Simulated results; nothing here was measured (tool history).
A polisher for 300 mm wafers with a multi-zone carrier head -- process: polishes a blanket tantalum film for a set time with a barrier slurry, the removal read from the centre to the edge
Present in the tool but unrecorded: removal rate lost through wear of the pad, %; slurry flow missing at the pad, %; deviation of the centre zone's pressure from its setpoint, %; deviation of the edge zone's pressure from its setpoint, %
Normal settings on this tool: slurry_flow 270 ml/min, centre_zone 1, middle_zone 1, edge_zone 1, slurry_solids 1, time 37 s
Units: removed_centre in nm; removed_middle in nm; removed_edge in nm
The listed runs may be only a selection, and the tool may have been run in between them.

run,hour,slurry_flow,centre_zone,middle_zone,edge_zone,slurry_solids,time,wafers since the last listed run,wafers polished on this pad,hours since the slurry nozzle was cleaned,hours since the centre zone pressure was calibrated,hours since the edge zone pressure was calibrated,hours since the carrier head's membrane was replaced,"incoming thickness of the incoming film, nm",removed_centre,removed_middle,removed_edge
1,0,270,1,1,1,1,37,0,2314,390.4,40.3,834,467.2,397.4,93.6,96,93.1
2,60.7,270,1,1,1,1,44,880,3195,451.1,101,894.7,527.9,399.8,110.2,111.3,110.6
3,85.6,270,1,1,1,1,44,361,3556,476,125.9,919.6,552.8,399.5,109.3,108.8,110.9
# hour 149.6: slurry nozzle cleaned
# hour 158: edge zone pressure recalibrated
# hour 269.7: worn pad replaced by a new one, repeated, since the last time left the tool worse
4,298.8,270,1,1.09,1,1,37,2992,422,149.2,339.1,140.8,766,402.6,102.7,112.8,103.7
5,344.8,270,1.04,1.04,1.07,1,37,667,1089,195.2,385.1,186.8,812,395.3,109.8,110.9,106.9
6,411.7,270,1,1,1,1,37,970,2060,262.1,452,253.7,878.9,395.9,104.9,104.2,104
7,450.7,270,1,1,1,1,37,565,2626,301.1,491,292.7,917.9,398.3,102.4,105.5,104.2
8,486.5,270,1.1,1,1,1,37,519,3145,336.9,526.8,328.5,953.7,400.5,113.4,102.5,103.7
9,533.5,270,1.11,1,1,1,37,681,3827,383.9,573.8,375.5,1000.7,393.1,111.7,104.5,102.3
10,584.2,340,1,1,1,1,25,735,4563,434.6,624.5,426.2,1051.4,400.5,70.6,70.7,69.9
# hour 599.7: slurry nozzle cleaned
11,615,270,1,1,1.07,1,26,432,4995,15.3,655.3,457,1082.2,408,71.9,70.3,74.1
# hour 658.7: worn pad replaced by a new one
12,661.1,270,0.93,1,1,1,28,610,35,61.4,701.4,503.1,1128.3,401.1,73.2,79.5,78.2
13,722.6,270,0.96,1.08,1,1,37,892,927,122.9,762.9,564.6,1189.8,399.2,99.7,108.7,105.4
14,766.6,270,1,1,1.07,1.1,37,638,1566,166.9,806.9,608.6,1233.8,403,107,106.7,111.4
# hour 828.1: carrier head's membrane replaced by a new one
15,828.7,220,1,0.91,0.97,1,37,828,2394,229,869,670.7,0.6,401.7,102,96.6,99.7
16,866.4,225,0.92,1.04,0.95,1,37,547,2941,266.7,906.7,708.4,38.3,403.9,90.7,105.2,98.4
# hour 877.4: centre zone pressure recalibrated
17,894.7,270,1,1,1,1,37,381,3323,295,17.3,736.7,66.6,400.7,103.2,101.1,102.6
18,946.2,270,1,1,1,1,37,747,4070,346.5,68.8,788.2,118.1,403.2,102,104.3,103.7
19,1013.3,270,1,1,1.07,0.75,37,973,5044,413.6,135.9,855.3,185.2,400.1,96.3,98,99.8
# hour 1019.7: edge zone pressure recalibrated
20,1062.5,270,1,1.09,0.93,1,37,684,5729,462.8,185.1,42.8,234.4,398.3,98.3,103.6,96.9
# hour 1104: slurry nozzle cleaned
# hour 1117.3: worn pad replaced by a new one
21,1219,270,1,1,1,1,37,2198,1475,115,341.6,199.3,390.9,398.2,103.9,105.2,102.8
22,1267.8,270,1,1,0.97,1.15,43,708,2183,163.8,390.4,248.1,439.7,396.5,121.8,124.3,120.4

3 ways to go on from here, each from the tool as it stands after run 22. What would each give?
A,1268.2,270,1,1,1,0.85,37,5,2189,164.2,390.8,248.5,440.1,391.6,?,?,?
B,1268.2,270,1,1,1,1.2,26,5,2189,164.2,390.8,248.5,440.1,391.6,?,?,?
C,1268.2,270,1,0.89,1,0.8,37,5,2189,164.2,390.8,248.5,440.1,391.6,?,?,?

run,removed_centre,removed_middle,removed_edge
A,98.7,102.2,99.4
B,74,76.7,74.6
C,97.5,93.4,98.4
Had the tool no hidden state, the same runs would have come out as:
run,removed_centre,removed_middle,removed_edge
A,100.4,104,101.1
B,75.3,78,75.8
C,99.2,95,100.1
